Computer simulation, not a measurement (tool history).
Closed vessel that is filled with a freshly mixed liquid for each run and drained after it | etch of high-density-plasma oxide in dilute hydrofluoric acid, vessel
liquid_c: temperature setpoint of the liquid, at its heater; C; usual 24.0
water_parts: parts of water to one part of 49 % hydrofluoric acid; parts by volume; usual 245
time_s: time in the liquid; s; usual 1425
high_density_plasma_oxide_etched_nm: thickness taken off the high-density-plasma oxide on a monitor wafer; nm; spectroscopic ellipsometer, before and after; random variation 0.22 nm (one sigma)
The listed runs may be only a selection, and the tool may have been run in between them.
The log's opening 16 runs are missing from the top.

| run | day | liquid_c | water_parts | time_s | read-back film thickness of the high-density-plasma oxide reference wafer, read on the same gauge (nm) | high_density_plasma_oxide_etched_nm |
|---|---|---|---|---|---|---|
| 17 | 9.554 | 21.5 | 245 | 1425 | 29.99 | 39.36 |
| 18 | 9.825 | 19.5 | 295 | 905 | 30.01 | 18.16 |
| 19 | 10.558 | 19.5 | 295 | 905 | 30.00 | 18.26 |
| 20 | 10.921 | 21.0 | 190 | 1425 | 30.01 | 52.45 |
|  | 11.200 | gauge calibrated |
| 21 | 11.375 | 24.0 | 185 | 1425 | 30.00 | 60.29 |
| 22 | 11.921 | 20.5 | 190 | 2105 | 30.00 | 75.54 |
| 23 | 12.533 | 27.0 | 130 | 1750 | 30.01 | 127.49 |
| 24 | 12.854 | 24.0 | 245 | 1425 | 30.01 | 42.68 |
| 25 | 13.379 | 24.0 | 245 | 1120 | 30.00 | 33.54 |
| 26 | 14.025 | 28.5 | 365 | 940 | 30.02 | 19.36 |
| 27 | 14.729 | 19.5 | 245 | 1425 | 29.99 | 36.21 |
| 28 | 15.175 | 21.0 | 130 | 2130 | 30.01 | 120.95 |
| 29 | 15.554 | 26.5 | 365 | 1425 | 29.96 | 27.27 |
| 30 | 16.042 | 19.0 | 355 | 1425 | 30.00 | 22.01 |
| 31 | 16.588 | 28.0 | 245 | 1895 | 30.01 | 65.13 |
| 32 | 17.092 | 28.5 | 355 | 2170 | 29.98 | 46.26 |

What if the next run were any one of these 4? Each begins from the tool's condition after run 32:
| A | 17.133 | 20.0 | 245 | 1425 | ? | ? |
| B | 17.133 | 29.0 | 245 | 1980 | ? | ? |
| C | 17.133 | 20.5 | 245 | 2095 | ? | ? |
| D | 17.133 | 22.5 | 245 | 1425 | ? | ? |

| run | read-back film thickness of the high-density-plasma oxide reference wafer, read on the same gauge (nm) | high_density_plasma_oxide_etched_nm |
|---|---|---|
| A | 29.94 | 36.93 |
| B | 29.94 | 70.44 |
| C | 29.94 | 55.31 |
| D | 29.94 | 40.47 |
What these runs would have given with no unlogged condition in the tool:
| run | high_density_plasma_oxide_etched_nm |
|---|---|
| A | 38.56 |
| B | 73.88 |
| C | 57.76 |
| D | 42.30 |
